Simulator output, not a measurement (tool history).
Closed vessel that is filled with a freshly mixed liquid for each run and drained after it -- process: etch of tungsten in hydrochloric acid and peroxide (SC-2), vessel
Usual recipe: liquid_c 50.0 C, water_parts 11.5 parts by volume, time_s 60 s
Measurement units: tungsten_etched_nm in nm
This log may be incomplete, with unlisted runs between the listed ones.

| run | hour | liquid_c | water_parts | time_s | read-back film thickness of the tungsten reference wafer, read on the same gauge (nm) | tungsten_etched_nm |
|---|---|---|---|---|---|---|
| 1 | 0.0 | 50.0 | 11.5 | 85 | 120.01 | 14.19 |
| 2 | 17.0 | 50.0 | 11.5 | 60 | 120.01 | 10.06 |
| 3 | 40.7 | 50.0 | 11.5 | 60 | 120.01 | 10.03 |
| 4 | 72.5 | 50.0 | 11.5 | 60 | 120.00 | 10.05 |
| 5 | 94.1 | 50.0 | 11.5 | 60 | 119.99 | 10.11 |
| 6 | 118.8 | 50.0 | 11.5 | 45 | 120.00 | 7.60 |
|  | 142.5 | chemicals flow meter replaced |
| 7 | 143.1 | 50.0 | 11.5 | 45 | 120.00 | 6.94 |
|  | 160.7 | new drum of peroxide connected |
| 8 | 161.0 | 44.5 | 11.5 | 60 | 120.01 | 6.38 |
| 9 | 185.8 | 42.0 | 14.0 | 60 | 120.02 | 4.50 |
|  | 193.3 | gauge calibrated |
| 10 | 198.5 | 50.0 | 11.5 | 40 | 119.98 | 6.20 |
| 11 | 224.5 | 46.5 | 6.0 | 80 | 120.02 | 16.56 |
|  | 252.8 | thermometer replaced |
| 12 | 253.3 | 50.0 | 16.5 | 60 | 120.00 | 6.81 |
| 13 | 272.8 | 50.0 | 11.5 | 60 | 120.01 | 9.28 |
| 14 | 303.5 | 50.0 | 11.5 | 45 | 119.99 | 6.95 |
| 15 | 317.1 | 56.0 | 11.5 | 60 | 119.98 | 13.80 |

Here are 5 independent what-if runs from the current tool condition. What would each one return?
| A | 317.8 | 50.0 | 17.5 | 60 | ? | ? |
| B | 317.8 | 46.0 | 13.5 | 60 | ? | ? |
| C | 317.8 | 50.0 | 13.5 | 60 | ? | ? |
| D | 317.8 | 40.5 | 9.0 | 75 | ? | ? |
| E | 317.8 | 50.0 | 11.5 | 35 | ? | ? |

| run | read-back film thickness of the tungsten reference wafer, read on the same gauge (nm) | tungsten_etched_nm |
|---|---|---|
| A | 119.98 | 6.45 |
| B | 119.98 | 6.18 |
| C | 119.98 | 8.10 |
| D | 119.98 | 7.42 |
| E | 119.98 | 5.42 |
With the hidden condition removed and each run's random variation left untouched, the same runs would have given:
| run | tungsten_etched_nm |
|---|---|
| A | 6.25 |
| B | 6.00 |
| C | 7.87 |
| D | 7.21 |
| E | 5.27 |

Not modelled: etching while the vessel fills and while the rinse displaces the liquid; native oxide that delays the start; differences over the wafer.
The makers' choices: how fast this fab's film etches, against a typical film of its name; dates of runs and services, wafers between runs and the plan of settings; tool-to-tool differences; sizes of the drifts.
